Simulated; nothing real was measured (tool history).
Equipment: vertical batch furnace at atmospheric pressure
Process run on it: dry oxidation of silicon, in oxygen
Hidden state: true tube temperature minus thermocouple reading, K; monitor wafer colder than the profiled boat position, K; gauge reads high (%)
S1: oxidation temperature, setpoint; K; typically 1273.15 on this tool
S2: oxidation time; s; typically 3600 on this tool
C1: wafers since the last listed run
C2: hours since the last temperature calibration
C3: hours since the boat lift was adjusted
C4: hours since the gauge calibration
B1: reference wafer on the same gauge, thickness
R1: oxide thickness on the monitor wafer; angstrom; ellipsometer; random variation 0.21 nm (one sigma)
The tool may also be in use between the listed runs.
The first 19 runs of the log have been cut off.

run,hour,S1,S2,C1,C2,C3,C4,B1,R1
# hour 813.8: boat lift adjusted
20,814.3,1249.15,4560,887,106.2,0.5,113.9,73.96,725.4
21,849.0,1273.15,5010,588,140.9,35.2,148.6,73.88,847.0
22,919.1,1273.15,4170,1189,211.0,105.3,218.7,74.01,781.7
23,974.4,1273.15,3600,938,266.3,160.6,274.0,73.99,739.6
24,1032.1,1251.15,5190,978,324.0,218.3,331.7,74.05,776.2
25,1144.0,1284.15,3060,1898,435.9,330.2,443.6,74.18,732.0
26,1210.9,1284.15,2820,1134,502.8,397.1,510.5,74.07,711.0
27,1254.0,1295.15,2910,731,545.9,440.2,553.6,74.11,762.3
28,1398.6,1266.15,2280,2452,690.5,584.8,698.2,74.21,610.4
29,1466.9,1282.15,2160,1158,758.8,653.1,766.5,74.27,641.4
30,1512.7,1292.15,4770,776,804.6,698.9,812.3,74.34,938.2
31,1546.2,1264.15,3600,568,838.1,732.4,845.8,74.35,709.5
32,1573.7,1273.15,3600,466,865.6,759.9,873.3,74.30,738.2
33,1604.9,1273.15,3600,529,896.8,791.1,904.5,74.32,742.9
34,1648.5,1249.15,4740,739,940.4,834.7,948.1,74.32,745.3
35,1674.0,1273.15,3600,432,965.9,860.2,973.6,74.38,741.6
36,1701.1,1258.15,2340,459,993.0,887.3,1000.7,74.41,601.3
37,1745.1,1252.15,1980,746,1037.0,931.3,1044.7,74.44,565.9
38,1804.4,1273.15,3600,1005,1096.3,990.6,1104.0,74.45,745.1
39,1849.2,1261.15,4860,759,1141.1,1035.4,1148.8,74.48,788.6

Forecast each of these 4 alternatives for the next run:
A,1853.3,1273.15,3600,69,1145.2,1039.5,1152.9,?,?
B,1853.3,1273.15,2970,69,1145.2,1039.5,1152.9,?,?
C,1853.3,1259.15,4260,69,1145.2,1039.5,1152.9,?,?
D,1853.3,1264.15,4980,69,1145.2,1039.5,1152.9,?,?

run,B1,R1
A,74.44,742.4
B,74.44,690.1
C,74.44,741.5
D,74.44,810.8
With no hidden state in the tool, these same runs would have given:
run,R1
A,737.7
B,685.8
C,736.9
D,805.7
